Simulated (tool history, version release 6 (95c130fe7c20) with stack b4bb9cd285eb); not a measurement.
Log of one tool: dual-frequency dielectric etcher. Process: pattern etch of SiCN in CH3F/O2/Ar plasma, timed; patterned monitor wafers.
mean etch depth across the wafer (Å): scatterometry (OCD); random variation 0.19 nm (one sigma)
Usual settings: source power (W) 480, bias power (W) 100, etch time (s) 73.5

run,hour,source power (W),bias power (W),etch time (s),wafers since the last listed run,hours since the last wet clean,hours since the last source power generator calibration,hours since the last bias power generator calibration,hours since the last upper electrode change,hours since the gauge calibration,"read-back reference wafer on the same gauge, depth_nm",mean etch depth across the wafer (Å)
1,0.0,480,100,73.5,0,258.0,1444.6,2762.4,5806.1,263.8,32.92,315.8
2,7.1,480,100,73.5,69,265.1,1451.7,2769.5,5813.2,270.9,33.00,313.4
3,13.3,480,100,73.5,60,271.3,1457.9,2775.7,5819.4,277.1,32.93,313.5
4,29.4,480,114,84.0,156,287.4,1474.0,2791.8,5835.5,293.2,32.92,377.4
5,83.2,480,114,84.0,523,341.2,1527.8,2845.6,5889.3,347.0,32.88,383.1
6,90.4,480,100,73.5,70,348.4,1535.0,2852.8,5896.5,354.2,32.88,316.6
7,108.2,480,100,73.5,173,366.2,1552.8,2870.6,5914.3,372.0,32.87,317.6
8,117.9,480,100,73.5,94,375.9,1562.5,2880.3,5924.0,381.7,32.84,315.9
# hour 126.5: gauge calibrated
9,127.2,480,100,73.5,90,385.2,1571.8,2889.6,5933.3,0.7,32.97,313.2
# hour 152.3: wet clean of the chamber
10,152.8,480,100,73.5,15,0.5,1597.4,2915.2,5958.9,26.3,32.91,301.8
# hour 158.7: bias power generator calibrated
11,167.4,480,100,73.5,103,15.1,1612.0,8.7,5973.5,40.9,32.91,303.6
12,178.6,410,83,90.0,109,26.3,1623.2,19.9,5984.7,52.1,32.90,323.8
13,224.4,400,116,90.5,445,72.1,1669.0,65.7,6030.5,97.9,32.88,379.3
14,231.1,480,100,73.5,65,78.8,1675.7,72.4,6037.2,104.6,32.85,309.0
# hour 250.3: source power generator calibrated
# hour 255.7: upper electrode replaced
15,264.2,480,118,63.0,230,111.9,13.9,105.5,8.5,137.7,32.95,282.0
16,280.2,570,82,73.5,155,127.9,29.9,121.5,24.5,153.7,32.84,296.7
17,296.6,480,116,73.5,159,144.3,46.3,137.9,40.9,170.1,32.88,332.6
18,314.0,520,100,73.5,169,161.7,63.7,155.3,58.3,187.5,32.91,314.6
19,324.7,390,79,90.5,104,172.4,74.4,166.0,69.0,198.2,32.89,315.6

Measured less the same run without the tool's hidden state. The same run-to-run variation is in both; the gauge's scatter may not be:
The hidden state here: etch rate over this chamber's usual, %; source power that arrives over what is set, %; bias power that arrives over what is set, %; gauge reads high (%).
run,mean etch depth across the wafer (Å)
1,+10.6
2,+10.8
3,+11.1
4,+14.1
5,+17.1
6,+14.4
7,+15.1
8,+15.5
9,+15.7
10,+0.9
11,+1.5
12,+2.2
13,+4.8
14,+4.3
15,+5.2
16,+6.1
17,+7.5
18,+7.9
19,+8.4
